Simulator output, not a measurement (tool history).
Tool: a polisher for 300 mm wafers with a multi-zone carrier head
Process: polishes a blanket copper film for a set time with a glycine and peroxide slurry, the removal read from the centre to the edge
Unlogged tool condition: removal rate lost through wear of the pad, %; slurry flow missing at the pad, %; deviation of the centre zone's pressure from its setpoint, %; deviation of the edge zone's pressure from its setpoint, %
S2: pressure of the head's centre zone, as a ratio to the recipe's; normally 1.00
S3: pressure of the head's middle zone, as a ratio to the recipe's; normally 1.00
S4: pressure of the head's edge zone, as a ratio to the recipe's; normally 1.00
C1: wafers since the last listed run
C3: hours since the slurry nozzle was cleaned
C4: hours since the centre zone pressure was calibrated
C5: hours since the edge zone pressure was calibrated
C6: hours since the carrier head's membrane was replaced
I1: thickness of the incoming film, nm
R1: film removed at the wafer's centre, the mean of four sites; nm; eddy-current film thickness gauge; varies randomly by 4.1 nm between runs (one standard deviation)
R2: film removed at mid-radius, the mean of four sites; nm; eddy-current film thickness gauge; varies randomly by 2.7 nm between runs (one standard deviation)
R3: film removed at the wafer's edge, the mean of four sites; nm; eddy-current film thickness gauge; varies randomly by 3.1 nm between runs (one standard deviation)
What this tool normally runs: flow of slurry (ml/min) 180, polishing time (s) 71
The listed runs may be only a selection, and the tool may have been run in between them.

{"run": 1, "hour": 0.0, "flow of slurry (ml/min)": 225, "S2": 0.88, "S3": 0.94, "S4": 0.92, "polishing time (s)": 71, "C1": 0, "wafers polished on this pad": 577, "C3": 780.7, "C4": 949.0, "C5": 5.8, "C6": 643.5, "I1": 1385.8, "R1": 263.2, "R2": 274.5, "R3": 276.7}
{"run": 2, "hour": 28.4, "flow of slurry (ml/min)": 180, "S2": 1.0, "S3": 1.06, "S4": 1.07, "polishing time (s)": 83, "C1": 348, "wafers polished on this pad": 926, "C3": 809.1, "C4": 977.4, "C5": 34.2, "C6": 671.9, "I1": 1356.4, "R1": 315.5, "R2": 327.5, "R3": 338.0}
{"hour": 62.1, "done": "carrier head's membrane replaced by a new one"}
{"hour": 62.2, "done": "slurry nozzle cleaned"}
{"run": 3, "hour": 62.6, "flow of slurry (ml/min)": 225, "S2": 1.0, "S3": 1.0, "S4": 1.0, "polishing time (s)": 71, "C1": 357, "wafers polished on this pad": 1283, "C3": 0.4, "C4": 1011.6, "C5": 68.4, "C6": 0.5, "I1": 1356.2, "R1": 302.1, "R2": 305.2, "R3": 299.3}
{"run": 4, "hour": 82.8, "flow of slurry (ml/min)": 125, "S2": 1.0, "S3": 1.0, "S4": 1.0, "polishing time (s)": 52, "C1": 248, "wafers polished on this pad": 1531, "C3": 20.6, "C4": 1031.8, "C5": 88.6, "C6": 20.7, "I1": 1353.2, "R1": 197.6, "R2": 199.7, "R3": 204.4}
{"run": 5, "hour": 107.9, "flow of slurry (ml/min)": 180, "S2": 1.0, "S3": 1.0, "S4": 1.0, "polishing time (s)": 71, "C1": 308, "wafers polished on this pad": 1839, "C3": 45.7, "C4": 1056.9, "C5": 113.7, "C6": 45.8, "I1": 1347.8, "R1": 285.0, "R2": 285.3, "R3": 287.0}
{"hour": 135.6, "done": "centre zone pressure recalibrated"}
{"run": 6, "hour": 141.5, "flow of slurry (ml/min)": 180, "S2": 1.0, "S3": 0.88, "S4": 0.97, "polishing time (s)": 93, "C1": 388, "wafers polished on this pad": 2228, "C3": 79.3, "C4": 5.9, "C5": 147.3, "C6": 79.4, "I1": 1369.2, "R1": 372.2, "R2": 336.1, "R3": 364.1}
{"run": 7, "hour": 166.5, "flow of slurry (ml/min)": 180, "S2": 1.0, "S3": 0.95, "S4": 1.0, "polishing time (s)": 71, "C1": 307, "wafers polished on this pad": 2535, "C3": 104.3, "C4": 30.9, "C5": 172.3, "C6": 104.4, "I1": 1354.9, "R1": 278.3, "R2": 266.6, "R3": 278.1}
{"hour": 175.8, "done": "worn pad replaced by a new one"}
{"run": 8, "hour": 183.3, "flow of slurry (ml/min)": 180, "S2": 1.0, "S3": 1.0, "S4": 1.06, "polishing time (s)": 71, "C1": 157, "wafers polished on this pad": 91, "C3": 121.1, "C4": 47.7, "C5": 189.1, "C6": 121.2, "I1": 1383.5, "R1": 292.6, "R2": 291.1, "R3": 310.2}
{"run": 9, "hour": 215.2, "flow of slurry (ml/min)": 120, "S2": 1.11, "S3": 1.03, "S4": 0.9, "polishing time (s)": 71, "C1": 391, "wafers polished on this pad": 483, "C3": 153.0, "C4": 79.6, "C5": 221.0, "C6": 153.1, "I1": 1359.6, "R1": 279.9, "R2": 269.8, "R3": 270.0}
{"run": 10, "hour": 231.3, "flow of slurry (ml/min)": 240, "S2": 1.0, "S3": 1.07, "S4": 1.08, "polishing time (s)": 88, "C1": 197, "wafers polished on this pad": 681, "C3": 169.1, "C4": 95.7, "C5": 237.1, "C6": 169.2, "I1": 1357.3, "R1": 374.3, "R2": 393.4, "R3": 393.9}

For run 11, what comes out?
{"run": 11, "hour": 263.4, "flow of slurry (ml/min)": 205, "S2": 0.96, "S3": 0.95, "S4": 0.9, "polishing time (s)": 71, "C1": 394, "wafers polished on this pad": 1075, "C3": 201.2, "C4": 127.8, "C5": 269.2, "C6": 201.3, "I1": 1345.3, "R1": "?", "R2": "?", "R3": "?"}

Logged for run 11: R1 282.8 nm, R2 285.5 nm, R3 283.2 nm.
Were there no unlogged condition in the tool, this run, its random variation unchanged, would have produced R1 303.9 nm, R2 305.3 nm, R3 299.8 nm.

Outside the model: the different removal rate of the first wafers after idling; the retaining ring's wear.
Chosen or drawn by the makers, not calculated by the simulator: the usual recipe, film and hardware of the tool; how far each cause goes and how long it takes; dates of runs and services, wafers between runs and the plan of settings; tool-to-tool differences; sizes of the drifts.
